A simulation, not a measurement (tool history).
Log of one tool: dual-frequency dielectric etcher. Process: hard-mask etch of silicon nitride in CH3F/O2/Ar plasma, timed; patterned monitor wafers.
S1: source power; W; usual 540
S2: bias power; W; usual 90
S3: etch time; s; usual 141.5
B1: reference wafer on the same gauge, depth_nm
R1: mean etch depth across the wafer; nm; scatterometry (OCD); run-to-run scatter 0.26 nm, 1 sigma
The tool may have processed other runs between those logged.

{"run": 1, "day": 0.0, "S1": 540, "S2": 90, "S3": 141.5, "B1": 101, "R1": 108.3}
{"run": 2, "day": 0.521, "S1": 540, "S2": 90, "S3": 141.5, "B1": 101.2, "R1": 108.2}
{"run": 3, "day": 1.138, "S1": 540, "S2": 90, "S3": 141.5, "B1": 101, "R1": 108.2}
{"run": 4, "day": 1.504, "S1": 540, "S2": 90, "S3": 141.5, "B1": 101, "R1": 108.4}
{"run": 5, "day": 2.054, "S1": 500, "S2": 90, "S3": 141.5, "B1": 100.9, "R1": 105.4}
{"day": 2.504, "done": "gauge calibrated"}
{"day": 2.567, "done": "bias power generator calibrated"}
{"run": 6, "day": 2.588, "S1": 540, "S2": 90, "S3": 141.5, "B1": 101.1, "R1": 108.8}
{"day": 3.675, "done": "upper electrode replaced"}
{"run": 7, "day": 3.696, "S1": 540, "S2": 96, "S3": 158.5, "B1": 100.9, "R1": 125.1}
{"run": 8, "day": 3.712, "S1": 540, "S2": 96, "S3": 158.5, "B1": 101, "R1": 124.8}
{"run": 9, "day": 4.096, "S1": 540, "S2": 75, "S3": 141.5, "B1": 100.9, "R1": 99.9}
{"run": 10, "day": 4.433, "S1": 540, "S2": 90, "S3": 141.5, "B1": 100.9, "R1": 108}
{"run": 11, "day": 4.975, "S1": 540, "S2": 79, "S3": 141.5, "B1": 101, "R1": 102.6}
{"day": 5.196, "done": "source power generator calibrated"}
{"day": 6.15, "done": "wet clean of the chamber"}
{"run": 12, "day": 6.171, "S1": 540, "S2": 90, "S3": 141.5, "B1": 101, "R1": 108}
{"run": 13, "day": 6.183, "S1": 540, "S2": 90, "S3": 111.5, "B1": 101, "R1": 85.3}
{"run": 14, "day": 6.367, "S1": 430, "S2": 84, "S3": 117.5, "B1": 101.1, "R1": 81.4}
{"day": 6.858, "done": "gauge calibrated"}
{"run": 15, "day": 6.95, "S1": 430, "S2": 98, "S3": 104, "B1": 101, "R1": 76.7}
{"run": 16, "day": 7.288, "S1": 470, "S2": 84, "S3": 125, "B1": 100.8, "R1": 89.4}
{"run": 17, "day": 7.921, "S1": 540, "S2": 110, "S3": 141.5, "B1": 101, "R1": 118.8}

Here are 3 independent what-if runs from the current tool condition. What would each one return?
{"run": "A", "day": 7.942, "S1": 540, "S2": 90, "S3": 173.5, "B1": "?", "R1": "?"}
{"run": "B", "day": 7.942, "S1": 600, "S2": 98, "S3": 141.5, "B1": "?", "R1": "?"}
{"run": "C", "day": 7.942, "S1": 420, "S2": 90, "S3": 124.5, "B1": "?", "R1": "?"}

run=A B1=101 R1=133.2
run=B B1=101 R1=116.7
run=C B1=101 R1=88.3
With no hidden state in the tool, these same runs would have given:
run=A R1=133.2
run=B R1=116.7
run=C R1=88.3

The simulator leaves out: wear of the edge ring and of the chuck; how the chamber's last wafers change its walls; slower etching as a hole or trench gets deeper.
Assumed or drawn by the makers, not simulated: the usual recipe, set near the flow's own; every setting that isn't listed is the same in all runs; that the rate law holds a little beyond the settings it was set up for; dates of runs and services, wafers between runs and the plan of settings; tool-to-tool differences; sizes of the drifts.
